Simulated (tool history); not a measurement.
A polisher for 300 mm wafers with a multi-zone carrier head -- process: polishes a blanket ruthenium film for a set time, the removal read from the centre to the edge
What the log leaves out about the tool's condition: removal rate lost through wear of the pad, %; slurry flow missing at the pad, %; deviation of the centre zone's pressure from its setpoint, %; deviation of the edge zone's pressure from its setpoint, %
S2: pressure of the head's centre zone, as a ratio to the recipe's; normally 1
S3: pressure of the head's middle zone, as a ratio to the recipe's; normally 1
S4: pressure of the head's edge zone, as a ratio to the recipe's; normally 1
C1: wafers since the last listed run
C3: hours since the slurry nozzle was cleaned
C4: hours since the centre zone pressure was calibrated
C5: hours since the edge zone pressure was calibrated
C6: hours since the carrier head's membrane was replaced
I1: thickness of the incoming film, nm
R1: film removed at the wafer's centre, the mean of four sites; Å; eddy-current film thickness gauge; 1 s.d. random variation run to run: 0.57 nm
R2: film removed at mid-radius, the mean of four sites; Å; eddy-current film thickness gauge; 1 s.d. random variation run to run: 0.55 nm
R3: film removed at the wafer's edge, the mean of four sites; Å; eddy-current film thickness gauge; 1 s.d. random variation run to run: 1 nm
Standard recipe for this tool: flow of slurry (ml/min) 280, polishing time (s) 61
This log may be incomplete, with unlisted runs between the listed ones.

{"run": 1, "hour": 0.0, "flow of slurry (ml/min)": 220, "S2": 1, "S3": 1, "S4": 1, "polishing time (s)": 61, "C1": 0, "wafers polished on this pad": 344, "C3": 228.1, "C4": 681.3, "C5": 489.5, "C6": 1661.7, "I1": 257.9, "R1": 751, "R2": 750, "R3": 765}
{"run": 2, "hour": 15.7, "flow of slurry (ml/min)": 220, "S2": 1, "S3": 1, "S4": 1, "polishing time (s)": 61, "C1": 222, "wafers polished on this pad": 566, "C3": 243.8, "C4": 697, "C5": 505.2, "C6": 1677.4, "I1": 258.4, "R1": 723, "R2": 741, "R3": 757}
{"run": 3, "hour": 45.0, "flow of slurry (ml/min)": 280, "S2": 1, "S3": 1, "S4": 1, "polishing time (s)": 61, "C1": 414, "wafers polished on this pad": 981, "C3": 273.1, "C4": 726.3, "C5": 534.5, "C6": 1706.7, "I1": 261.4, "R1": 757, "R2": 746, "R3": 772}
{"hour": 61.3, "done": "worn pad replaced by a new one"}
{"run": 4, "hour": 73.6, "flow of slurry (ml/min)": 280, "S2": 1, "S3": 1, "S4": 1, "polishing time (s)": 61, "C1": 347, "wafers polished on this pad": 173, "C3": 301.7, "C4": 754.9, "C5": 563.1, "C6": 1735.3, "I1": 255.6, "R1": 787, "R2": 775, "R3": 807}
{"run": 5, "hour": 88.4, "flow of slurry (ml/min)": 280, "S2": 1, "S3": 1, "S4": 1, "polishing time (s)": 61, "C1": 209, "wafers polished on this pad": 383, "C3": 316.5, "C4": 769.7, "C5": 577.9, "C6": 1750.1, "I1": 262.9, "R1": 766, "R2": 762, "R3": 792}
{"run": 6, "hour": 108.1, "flow of slurry (ml/min)": 280, "S2": 1, "S3": 1, "S4": 1, "polishing time (s)": 61, "C1": 278, "wafers polished on this pad": 661, "C3": 336.2, "C4": 789.4, "C5": 597.6, "C6": 1769.8, "I1": 256.5, "R1": 749, "R2": 749, "R3": 763}
{"hour": 116.6, "done": "slurry nozzle cleaned"}
{"hour": 119.1, "done": "carrier head's membrane replaced by a new one"}
{"run": 7, "hour": 141.2, "flow of slurry (ml/min)": 280, "S2": 1, "S3": 1, "S4": 1, "polishing time (s)": 61, "C1": 418, "wafers polished on this pad": 1079, "C3": 24.6, "C4": 822.5, "C5": 630.7, "C6": 22.1, "I1": 260.6, "R1": 792, "R2": 783, "R3": 789}
{"hour": 149.2, "done": "worn pad replaced by a new one"}
{"run": 8, "hour": 164.1, "flow of slurry (ml/min)": 280, "S2": 1, "S3": 1, "S4": 1, "polishing time (s)": 61, "C1": 267, "wafers polished on this pad": 210, "C3": 47.5, "C4": 845.4, "C5": 653.6, "C6": 45, "I1": 259.6, "R1": 828, "R2": 812, "R3": 835}
{"run": 9, "hour": 176.2, "flow of slurry (ml/min)": 280, "S2": 0.89, "S3": 1, "S4": 1, "polishing time (s)": 55, "C1": 171, "wafers polished on this pad": 381, "C3": 59.6, "C4": 857.5, "C5": 665.7, "C6": 57.1, "I1": 257.5, "R1": 648, "R2": 721, "R3": 746}
{"hour": 194.0, "done": "centre zone pressure recalibrated"}
{"run": 10, "hour": 201.6, "flow of slurry (ml/min)": 280, "S2": 0.89, "S3": 1, "S4": 1, "polishing time (s)": 55, "C1": 330, "wafers polished on this pad": 712, "C3": 85, "C4": 7.6, "C5": 691.1, "C6": 82.5, "I1": 264.7, "R1": 632, "R2": 698, "R3": 704}
{"hour": 221.3, "done": "worn pad replaced by a new one"}
{"run": 11, "hour": 235.8, "flow of slurry (ml/min)": 325, "S2": 0.92, "S3": 1, "S4": 1.06, "polishing time (s)": 45, "C1": 427, "wafers polished on this pad": 205, "C3": 119.2, "C4": 41.8, "C5": 725.3, "C6": 116.7, "I1": 259.2, "R1": 556, "R2": 597, "R3": 618}
{"run": 12, "hour": 253.0, "flow of slurry (ml/min)": 280, "S2": 1.09, "S3": 1, "S4": 1, "polishing time (s)": 61, "C1": 243, "wafers polished on this pad": 448, "C3": 136.4, "C4": 59, "C5": 742.5, "C6": 133.9, "I1": 261.1, "R1": 853, "R2": 767, "R3": 807}
{"hour": 273.4, "done": "edge zone pressure recalibrated"}
{"run": 13, "hour": 279.2, "flow of slurry (ml/min)": 280, "S2": 1, "S3": 1.11, "S4": 1, "polishing time (s)": 61, "C1": 342, "wafers polished on this pad": 790, "C3": 162.6, "C4": 85.2, "C5": 5.8, "C6": 160.1, "I1": 256.7, "R1": 764, "R2": 814, "R3": 787}
{"hour": 299.0, "done": "worn pad replaced by a new one"}
{"run": 14, "hour": 308.2, "flow of slurry (ml/min)": 280, "S2": 1, "S3": 1, "S4": 1.06, "polishing time (s)": 61, "C1": 353, "wafers polished on this pad": 130, "C3": 191.6, "C4": 114.2, "C5": 34.8, "C6": 189.1, "I1": 257.2, "R1": 811, "R2": 802, "R3": 851}
{"run": 15, "hour": 336.4, "flow of slurry (ml/min)": 350, "S2": 0.94, "S3": 1, "S4": 1, "polishing time (s)": 61, "C1": 398, "wafers polished on this pad": 529, "C3": 219.8, "C4": 142.4, "C5": 63, "C6": 217.3, "I1": 260.4, "R1": 753, "R2": 791, "R3": 795}
{"run": 16, "hour": 369.8, "flow of slurry (ml/min)": 280, "S2": 1.05, "S3": 1, "S4": 1, "polishing time (s)": 68, "C1": 472, "wafers polished on this pad": 1001, "C3": 253.2, "C4": 175.8, "C5": 96.4, "C6": 250.7, "I1": 261.6, "R1": 892, "R2": 834, "R3": 856}

Predict the results of run 17:
{"hour": 379.9, "done": "worn pad replaced by a new one"}
{"run": 17, "hour": 387.9, "flow of slurry (ml/min)": 280, "S2": 1, "S3": 1, "S4": 1, "polishing time (s)": 61, "C1": 199, "wafers polished on this pad": 112, "C3": 271.3, "C4": 193.9, "C5": 114.5, "C6": 268.8, "I1": 263, "R1": "?", "R2": "?", "R3": "?"}

Run 17 measured R1 797 Å, R2 781 Å, R3 806 Å.
If the tool had no hidden condition, the same run with the same run-to-run variation would have returned R1 866 Å, R2 845 Å, R3 860 Å.
